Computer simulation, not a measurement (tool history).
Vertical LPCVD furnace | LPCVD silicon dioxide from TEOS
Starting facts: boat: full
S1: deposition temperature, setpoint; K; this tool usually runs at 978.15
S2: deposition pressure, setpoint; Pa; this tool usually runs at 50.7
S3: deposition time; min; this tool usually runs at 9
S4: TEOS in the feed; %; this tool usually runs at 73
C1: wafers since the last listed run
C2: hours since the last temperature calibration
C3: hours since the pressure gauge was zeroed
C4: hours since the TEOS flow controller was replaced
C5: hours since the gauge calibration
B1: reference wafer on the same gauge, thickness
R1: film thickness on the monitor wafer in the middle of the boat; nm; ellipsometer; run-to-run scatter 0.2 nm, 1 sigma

run     day      S1    S2    S3  S4    C1      C2      C3      C4      C5     B1      R1
  1       0  978.15  50.7     9  77     0  4078.4  1153.9  4308.3  1617.2  90.02   82.07
  2   3.167  978.15  50.7    10  73  1111  4154.4  1229.9  4384.3  1693.2  89.99   89.14
  3   7.004  973.15    54     9  73  1347  4246.5    1322  4476.4  1785.3  90.05   73.68
      8.038  -- gauge calibrated
  4    9.65  978.15  50.7     9  73   928    4310  1385.5  4539.9    38.7  90.01   79.92
  5  12.646  978.15  50.7     9  73  1051  4381.9  1457.4  4611.8   110.6  90.06   80.12
  6  15.383  978.15  50.7     9  73   961  4447.6  1523.1  4677.5   176.3  89.99   80.24
  7  19.533  978.15  50.7     9  82  1457  4547.2  1622.7  4777.1   275.9  89.98   85.05
  8  21.838  978.15  50.7     9  82   808  4602.5    1678  4832.4   331.2  89.99    84.9
     28.254  -- thermocouples replaced and temperature profile calibrated
  9  30.767  968.15  50.7     9  73  2783    60.3  1892.3  5046.7   545.5  89.98   64.63
 10  32.767  972.15  50.7   7.5  73   702   108.3  1940.3  5094.7   593.5  90.03    59.2
 11  37.108  978.15    62     9  86  1524   212.5  2044.5  5198.9   697.7  89.97   97.93
 12  40.038  978.15  50.7  12.5  64  1028   282.8  2114.8  5269.2     768     90  105.31
 13  41.867  978.15  50.7     9  73   642   326.7  2158.7  5313.1   811.9  90.01   81.36
 14  44.325  978.15  50.7   6.5  61   863   385.7  2217.7  5372.1   870.9     90   53.93
 15  47.462  978.15  50.7     9  59  1101     461    2293  5447.4   946.2  89.99   73.29
     50.608  -- pressure gauge zeroed
 16  50.629  971.15  39.3     9  77   760     537     0.5  5523.4  1022.2  90.02   62.94
     52.121  -- TEOS flow controller replaced
 17  52.142  978.15  43.3     7  87   179   573.3    36.8     0.5  1058.5     90   64.04
 18  53.946  978.15  44.7     9  73   633   616.6    80.1    43.8  1101.8  90.01   76.38
 19  56.488  982.15  50.7     7  67   892   677.6   141.1   104.8  1162.8  90.04   66.69
     59.846  -- thermocouples replaced and temperature profile calibrated, repeated, since the last time left the tool worse
 20  59.867  978.15  62.7    11  65   835     0.5   222.2   185.9  1243.9  90.02  100.72
 21  63.688  978.15  50.7     8  59  1341    92.2   313.9   277.6  1335.6  89.97   62.34
 22  66.883  978.15  50.7   6.5  59  1122   168.9   390.6   354.3  1412.3  89.98   51.14
 23  68.521  971.15  50.7     9  73   574   208.2   429.9   393.6  1451.6  89.98    66.7
 24  71.388  978.15  38.7     9  63  1006     277   498.7   462.4  1520.4  90.08   63.73
 25  74.229  978.15  50.7     9  73   997   345.2   566.9   530.6  1588.6  90.03   78.57
 26  77.496  978.15  50.7     7  73  1146   423.6   645.3     609    1667  90.01   61.33
 27  80.217  968.15  50.7    12  65   955   488.9   710.6   674.3  1732.3  90.03   78.43
 28  83.188  982.15  50.7     7  67  1043   560.2   781.9   745.6  1803.6  90.01   64.16
 29  85.742  969.15    62    12  66   896   621.5   843.2   806.9  1864.9  90.02   89.01
     87.529  -- gauge calibrated
 30  90.158  978.15  50.7     9  73  1550   727.5   949.2   912.9    63.1  90.04   78.56

What differs in the tool's unlogged condition from the final listed run ahead of each entry between runs to the first listed run following it?
Between runs 3 and 4: gauge calibrated (day 8.038)
  true tube temperature minus thermocouple reading, K: 1.02 -> 1.03
  difference, measured minus the result without the unlogged condition, R1: +1.72 -> +1.87 nm
Between runs 8 and 9: thermocouples replaced and temperature profile calibrated (day 28.254)
  true tube temperature minus thermocouple reading, K: 1.09 -> 1.76
  difference, measured minus the result without the unlogged condition, R1: +2.11 -> +2.61 nm
Between runs 15 and 16: pressure gauge zeroed (day 50.608)
  true tube temperature minus thermocouple reading, K: 1.84 -> 1.86
  difference, measured minus the result without the unlogged condition, R1: +3.04 -> +2.67 nm
Between runs 16 and 17: TEOS flow controller replaced (day 52.121)
  true tube temperature minus thermocouple reading, K: 1.86 -> 1.87
  difference, measured minus the result without the unlogged condition, R1: +2.67 -> +2.69 nm
Between runs 19 and 20: thermocouples replaced and temperature profile calibrated, repeated, since the last time left the tool worse (day 59.846)
  true tube temperature minus thermocouple reading, K: 1.89 -> 0.0265
  difference, measured minus the result without the unlogged condition, R1: +2.81 -> +0.06 nm
Between runs 29 and 30: gauge calibrated (day 87.529)
  true tube temperature minus thermocouple reading, K: 0.158 -> 0.18
  difference, measured minus the result without the unlogged condition, R1: +0.32 -> +0.32 nm
